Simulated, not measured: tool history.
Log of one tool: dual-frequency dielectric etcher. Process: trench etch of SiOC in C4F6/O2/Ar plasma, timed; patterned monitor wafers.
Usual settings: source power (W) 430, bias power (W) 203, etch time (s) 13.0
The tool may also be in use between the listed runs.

run   hour  source power (W)  bias power (W)  etch time (s)  read-back reference wafer on the same gauge, depth_nm  mean etch depth across the wafer (Å)
  1    0.0               430             203           10.0                                                  36.55                                 239.8
  2   24.3               430             203           10.0                                                  36.53                                 238.7
  3   45.1               430             203           10.0                                                  36.54                                 241.3
  4   68.2               430             203           13.0                                                  36.50                                 312.5
  5   81.4               430             236           13.0                                                  36.58                                 326.4
  6   99.0               430             234           13.0                                                  36.55                                 325.7
  7  113.2               430             234           13.0                                                  36.62                                 326.8
  8  137.1               430             234           13.0                                                  36.57                                 326.8
  9  201.3               430             203           13.0                                                  36.63                                 314.0
 10  230.4               430             203           13.0                                                  36.68                                 311.8
 11  254.2               430             171           13.0                                                  36.70                                 297.8
 12  272.1               430             203           15.0                                                  36.69                                 359.4
     287.0  -- gauge calibrated
     298.1  -- upper electrode replaced
     318.0  -- source power generator calibrated
     347.6  -- wet clean of the chamber
 13  348.1               480             203           13.0                                                  35.82                                 315.7
 14  358.6               430             203           10.5                                                  35.86                                 247.0
 15  377.4               430             203           13.0                                                  35.94                                 306.8
 16  397.0               540             241           10.0                                                  35.99                                 269.5
 17  412.3               430             203           13.0                                                  36.02                                 308.0
 18  427.7               430             203           13.0                                                  36.03                                 310.2
     433.2  -- bias power generator calibrated
 19  455.1               480             240           17.0                                                  36.15                                 442.7
 20  472.1               430             161           13.0                                                  36.16                                 287.6
 21  491.2               530             177           14.0                                                  36.13                                 340.5
 22  563.2               430             234           13.0                                                  36.31                                 326.4
 23  596.6               430             203           13.0                                                  36.29                                 310.4
 24  632.4               430             155           10.0                                                  36.32                                 218.9

Some steps in mean etch depth across the wafer (Å) between neighbouring runs. How much of each would the tool show without its hidden state too (settings, what came in, random variation), and how much is left for the hidden state, with any gauge scatter that isn't in both results?
The hidden state here: etch rate over this chamber's usual, %; source power that arrives over what is set, %; bias power that arrives over what is set, %; gauge reads high (%).
Run 12 -> 13: source power (W) 430 -> 480, etch time (s) 15.0 -> 13.0, gauge calibrated, upper electrode replaced, source power generator calibrated, wet clean of the chamber. mean etch depth across the wafer (Å) -43.7: hidden state -8.5, all else -35.2.
Run 18 -> 19: source power (W) 430 -> 480, bias power (W) 203 -> 240, etch time (s) 13.0 -> 17.0, bias power generator calibrated. mean etch depth across the wafer (Å) +132.5: hidden state +2.1, all else +130.4.
Run 19 -> 20: source power (W) 480 -> 430, bias power (W) 240 -> 161, etch time (s) 17.0 -> 13.0. mean etch depth across the wafer (Å) -155.1: hidden state -1.5, all else -153.6.
